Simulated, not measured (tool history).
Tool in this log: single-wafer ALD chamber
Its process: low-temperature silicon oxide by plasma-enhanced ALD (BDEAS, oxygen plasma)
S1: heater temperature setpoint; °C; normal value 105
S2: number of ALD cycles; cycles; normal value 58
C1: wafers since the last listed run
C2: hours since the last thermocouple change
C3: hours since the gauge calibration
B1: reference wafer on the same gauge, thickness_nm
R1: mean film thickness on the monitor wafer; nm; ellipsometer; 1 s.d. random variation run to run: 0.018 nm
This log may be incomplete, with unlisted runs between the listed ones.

| run | hour | S1 | S2 | C1 | C2 | C3 | B1 | R1 |
|---|---|---|---|---|---|---|---|---|
| 1 | 0.0 | 105 | 55 | 0 | 107.6 | 274.3 | 8.406 | 6.787 |
| 2 | 55.0 | 105 | 55 | 300 | 162.6 | 329.3 | 8.399 | 6.803 |
| 3 | 126.1 | 105 | 58 | 388 | 233.7 | 400.4 | 8.415 | 7.184 |
| 4 | 180.4 | 105 | 58 | 296 | 288.0 | 454.7 | 8.405 | 7.172 |
| 5 | 216.6 | 105 | 58 | 197 | 324.2 | 490.9 | 8.409 | 7.177 |
| 6 | 267.6 | 105 | 58 | 278 | 375.2 | 541.9 | 8.408 | 7.158 |
| 7 | 337.6 | 105 | 58 | 382 | 445.2 | 611.9 | 8.415 | 7.187 |
| 8 | 409.2 | 116 | 55 | 391 | 516.8 | 683.5 | 8.398 | 6.658 |
| 9 | 450.0 | 91 | 54 | 222 | 557.6 | 724.3 | 8.405 | 6.882 |
| 10 | 537.9 | 105 | 58 | 480 | 645.5 | 812.2 | 8.416 | 7.143 |
| 11 | 607.1 | 119 | 69 | 378 | 714.7 | 881.4 | 8.405 | 8.292 |
| 12 | 704.4 | 90 | 70 | 531 | 812.0 | 978.7 | 8.412 | 8.856 |
| 13 | 812.3 | 93 | 69 | 589 | 919.9 | 1086.6 | 8.413 | 8.663 |
|  | 841.2 | gauge calibrated |
|  | 945.4 | thermocouple changed; heater temperature recalibrated |
| 14 | 1067.5 | 117 | 54 | 1350 | 122.1 | 226.3 | 8.409 | 6.566 |
| 15 | 1164.8 | 105 | 58 | 531 | 219.4 | 323.6 | 8.403 | 7.176 |
| 16 | 1443.2 | 105 | 55 | 1521 | 497.8 | 602.0 | 8.413 | 6.814 |
| 17 | 1517.5 | 110 | 50 | 406 | 572.1 | 676.3 | 8.410 | 6.137 |

3 options for the next run, each taken on its own from the tool as it stands now. Forecast them:
| A | 1518.0 | 105 | 58 | 2 | 572.6 | 676.8 | ? | ? |
| B | 1518.0 | 94 | 69 | 2 | 572.6 | 676.8 | ? | ? |
| C | 1518.0 | 119 | 63 | 2 | 572.6 | 676.8 | ? | ? |

| run | B1 | R1 |
|---|---|---|
| A | 8.408 | 7.188 |
| B | 8.408 | 8.763 |
| C | 8.408 | 7.632 |
The same runs, with their run-to-run variation unchanged, on a tool lacking any hidden condition would have given:
| run | R1 |
|---|---|
| A | 7.198 |
| B | 8.788 |
| C | 7.643 |
